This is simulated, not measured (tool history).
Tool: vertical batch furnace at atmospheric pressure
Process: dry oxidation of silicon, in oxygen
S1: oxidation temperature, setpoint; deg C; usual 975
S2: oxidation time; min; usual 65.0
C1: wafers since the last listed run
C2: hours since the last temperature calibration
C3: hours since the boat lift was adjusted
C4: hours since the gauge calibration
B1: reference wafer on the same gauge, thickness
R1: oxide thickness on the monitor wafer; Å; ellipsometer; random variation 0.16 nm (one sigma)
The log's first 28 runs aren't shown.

| run | hour | S1 | S2 | C1 | C2 | C3 | C4 | B1 | R1 |
|---|---|---|---|---|---|---|---|---|---|
| 29 | 2560.6 | 959 | 51.5 | 571 | 1446.0 | 690.1 | 2017.7 | 36.37 | 310.7 |
| 30 | 2601.4 | 975 | 65.0 | 359 | 1486.8 | 730.9 | 2058.5 | 36.39 | 403.9 |
| 31 | 2667.0 | 988 | 76.0 | 578 | 1552.4 | 796.5 | 2124.1 | 36.39 | 508.4 |
| 32 | 2732.1 | 997 | 43.0 | 573 | 1617.5 | 861.6 | 2189.2 | 36.36 | 387.5 |
| 33 | 2787.7 | 997 | 41.0 | 490 | 1673.1 | 917.2 | 2244.8 | 36.39 | 375.4 |
| 34 | 2866.7 | 975 | 65.0 | 696 | 1752.1 | 996.2 | 2323.8 | 36.40 | 407.8 |
| 35 | 2925.8 | 989 | 48.5 | 520 | 1811.2 | 1055.3 | 2382.9 | 36.33 | 383.2 |
| 36 | 3021.9 | 958 | 90.5 | 847 | 1907.3 | 1151.4 | 2479.0 | 36.29 | 445.7 |
| 37 | 3084.1 | 975 | 94.5 | 548 | 1969.5 | 1213.6 | 2541.2 | 36.42 | 523.7 |
| 38 | 3135.0 | 975 | 49.5 | 448 | 2020.4 | 1264.5 | 2592.1 | 36.39 | 343.6 |
| 39 | 3178.0 | 975 | 65.0 | 379 | 2063.4 | 1307.5 | 2635.1 | 36.36 | 407.6 |

Forecast each of these 4 alternatives for the next run:
| A | 3182.8 | 951 | 65.0 | 42 | 2068.2 | 1312.3 | 2639.9 | ? | ? |
| B | 3182.8 | 998 | 65.0 | 42 | 2068.2 | 1312.3 | 2639.9 | ? | ? |
| C | 3182.8 | 955 | 87.5 | 42 | 2068.2 | 1312.3 | 2639.9 | ? | ? |
| D | 3182.8 | 975 | 87.0 | 42 | 2068.2 | 1312.3 | 2639.9 | ? | ? |

| run | B1 | R1 |
|---|---|---|
| A | 36.42 | 335.2 |
| B | 36.42 | 507.6 |
| C | 36.42 | 425.2 |
| D | 36.42 | 495.6 |
Without the tool's hidden state the same runs would have given:
| run | R1 |
|---|---|
| A | 320.0 |
| B | 485.5 |
| C | 407.7 |
| D | 478.5 |
